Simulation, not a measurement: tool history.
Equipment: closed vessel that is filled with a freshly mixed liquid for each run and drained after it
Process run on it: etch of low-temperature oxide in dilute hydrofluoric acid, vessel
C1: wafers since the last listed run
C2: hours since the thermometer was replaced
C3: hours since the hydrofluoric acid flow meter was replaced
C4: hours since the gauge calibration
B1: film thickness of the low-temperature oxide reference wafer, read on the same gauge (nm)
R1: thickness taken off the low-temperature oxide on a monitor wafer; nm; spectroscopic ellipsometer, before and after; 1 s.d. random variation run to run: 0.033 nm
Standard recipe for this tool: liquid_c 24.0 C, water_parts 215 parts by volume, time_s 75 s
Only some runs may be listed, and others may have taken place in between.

Run 1, day 0.000: usual settings; C1 0; C2 1095.5; C3 1825.9; C4 465.5; B1 109.219. Result: R1 5.022 nm.
Run 2, day 1.229: usual settings; C1 3042; C2 1125.0; C3 1855.4; C4 495.0; B1 109.050. Result: R1 5.036 nm.
Run 3, day 3.688: usual settings; C1 6085; C2 1184.0; C3 1914.4; C4 554.0; B1 108.897. Result: R1 5.018 nm.
Run 4, day 5.038: usual settings but liquid_c 22.5 C, water_parts 130 parts by volume; C1 3342; C2 1216.4; C3 1946.8; C4 586.4; B1 108.693. Result: R1 8.646 nm.
Run 5, day 6.354: usual settings but liquid_c 22.5 C, water_parts 130 parts by volume; C1 3259; C2 1248.0; C3 1978.4; C4 618.0; B1 108.484. Result: R1 8.620 nm.
Run 6, day 8.950: usual settings but liquid_c 22.5 C, water_parts 130 parts by volume; C1 6426; C2 1310.3; C3 2040.7; C4 680.3; B1 108.185. Result: R1 8.598 nm.
Run 7, day 11.062: usual settings but liquid_c 25.0 C, time_s 60 s; C1 5229; C2 1361.0; C3 2091.4; C4 731.0; B1 107.835. Result: R1 4.143 nm.
Run 8, day 13.354: usual settings but liquid_c 25.0 C, time_s 60 s; C1 5673; C2 1416.0; C3 2146.4; C4 786.0; B1 107.602. Result: R1 4.143 nm.
Run 9, day 15.029: usual settings; C1 4146; C2 1456.2; C3 2186.6; C4 826.2; B1 107.270. Result: R1 4.983 nm.
Run 10, day 17.962: usual settings; C1 7261; C2 1526.6; C3 2257.0; C4 896.6; B1 106.759. Result: R1 4.938 nm.
Run 11, day 19.679: usual settings but liquid_c 20.5 C, water_parts 310 parts by volume, time_s 90 s; C1 4249; C2 1567.8; C3 2298.2; C4 937.8; B1 106.414. Result: R1 3.264 nm.
At day 20.004: gauge calibrated.
At day 20.979: thermometer replaced.
At day 23.075: hydrofluoric acid flow meter replaced.
Run 12, day 25.792: usual settings but liquid_c 22.5 C, water_parts 130 parts by volume; C1 14925; C2 115.5; C3 65.2; C4 138.9; B1 110.461. Result: R1 8.740 nm.

What does the tool deliver on the next run?
Run 13, day 31.833: usual settings; C1 14956; C2 260.5; C3 210.2; C4 283.9; B1 ?. Result: R1 ?.

B1: 110.176
R1: 5.096 nm
With the hidden condition absent and the run-to-run variation left alone, this run would have shown R1 5.088 nm.
